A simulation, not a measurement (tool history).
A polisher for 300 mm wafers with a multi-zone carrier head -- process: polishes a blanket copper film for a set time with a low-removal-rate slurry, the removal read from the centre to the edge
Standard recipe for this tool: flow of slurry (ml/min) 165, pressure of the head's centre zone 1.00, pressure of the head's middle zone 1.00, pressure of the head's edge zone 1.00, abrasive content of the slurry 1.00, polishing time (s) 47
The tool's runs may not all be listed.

run,hour,flow of slurry (ml/min),pressure of the head's centre zone,pressure of the head's middle zone,pressure of the head's edge zone,abrasive content of the slurry,polishing time (s),"incoming thickness of the incoming film, nm",film removed at the wafer's centre (Å),film removed at mid-radius (Å),film removed at the wafer's edge (Å)
1,0.0,165,1.00,1.00,1.00,1.00,43,789.4,1406,1439,1408
2,7.7,165,1.00,1.00,1.00,1.00,43,783.2,1404,1414,1397
# hour 10.4: centre zone pressure recalibrated
3,24.8,165,1.00,1.00,0.96,1.00,47,786.4,1529,1542,1499
4,36.5,165,1.00,1.00,1.00,1.00,47,797.7,1543,1532,1528
# hour 48.4: slurry nozzle cleaned
5,51.6,165,0.95,1.00,1.05,1.00,47,795.8,1410,1532,1542
6,60.9,165,1.00,1.00,1.00,1.00,47,793.1,1493,1552,1520
# hour 70.4: worn pad replaced by a new one
7,77.0,165,1.00,1.00,0.93,1.00,35,797.4,1206,1213,1159
8,88.5,165,1.00,0.93,1.00,1.00,47,790.3,1592,1509,1586
9,98.3,165,1.00,1.00,1.00,0.75,39,774.1,1197,1212,1181
10,111.8,165,1.00,1.00,1.00,1.00,47,790.4,1571,1574,1550
11,127.8,165,1.00,1.00,1.00,1.00,47,798.0,1576,1575,1521
12,138.3,165,1.00,1.00,1.00,1.00,47,795.8,1515,1563,1551
# hour 146.3: edge zone pressure recalibrated
13,146.8,165,0.96,1.00,0.97,1.30,47,794.5,1623,1692,1655
# hour 165.5: carrier head's membrane replaced by a new one
# hour 167.2: worn pad replaced by a new one
14,167.7,190,1.00,1.11,1.05,1.00,47,788.1,1711,1842,1671
15,171.3,165,1.00,1.00,1.00,1.00,47,783.2,1617,1632,1613
16,178.3,165,1.00,1.00,1.00,1.00,47,802.8,1612,1634,1611
17,187.5,165,0.94,1.00,1.11,0.85,59,779.1,1820,1936,1968
18,195.7,165,0.96,1.00,1.09,1.00,47,792.5,1491,1587,1617
19,210.4,140,1.06,0.94,1.09,1.00,47,794.4,1560,1473,1593
20,222.9,165,0.89,1.00,0.97,1.00,47,798.7,1388,1563,1517
21,235.2,165,1.00,1.00,1.00,1.00,47,790.4,1523,1551,1526

A few steps of film removed at the wafer's centre (Å) between consecutive runs. Split each: what settings, incoming material and random variation would produce without the hidden state, and what is left over for the hidden state, along with gauge scatter present in only one of the two compared results (measured, and without hidden state):
Hidden conditions of the tool in this case: removal rate lost through wear of the pad, %; slurry flow missing at the pad, %; deviation of the centre zone's pressure from its setpoint, %; deviation of the edge zone's pressure from its setpoint, %.
Run 6 -> 7: pressure of the head's edge zone 1.00 -> 0.93, polishing time (s) 47 -> 35, worn pad replaced by a new one. film removed at the wafer's centre (Å) -287: hidden state +98, all else -385.
Run 7 -> 8: pressure of the head's middle zone 1.00 -> 0.93, pressure of the head's edge zone 0.93 -> 1.00, polishing time (s) 35 -> 47. film removed at the wafer's centre (Å) +386: hidden state -30, all else +416.
Run 8 -> 9: pressure of the head's middle zone 0.93 -> 1.00, abrasive content of the slurry 1.00 -> 0.75, polishing time (s) 47 -> 39. film removed at the wafer's centre (Å) -395: hidden state -1, all else -394.
Run 13 -> 14: flow of slurry (ml/min) 165 -> 190, pressure of the head's centre zone 0.96 -> 1.00, pressure of the head's middle zone 1.00 -> 1.11, pressure of the head's edge zone 0.97 -> 1.05, abrasive content of the slurry 1.30 -> 1.00, carrier head's membrane replaced by a new one, worn pad replaced by a new one. film removed at the wafer's centre (Å) +88: hidden state +102, all else -14.

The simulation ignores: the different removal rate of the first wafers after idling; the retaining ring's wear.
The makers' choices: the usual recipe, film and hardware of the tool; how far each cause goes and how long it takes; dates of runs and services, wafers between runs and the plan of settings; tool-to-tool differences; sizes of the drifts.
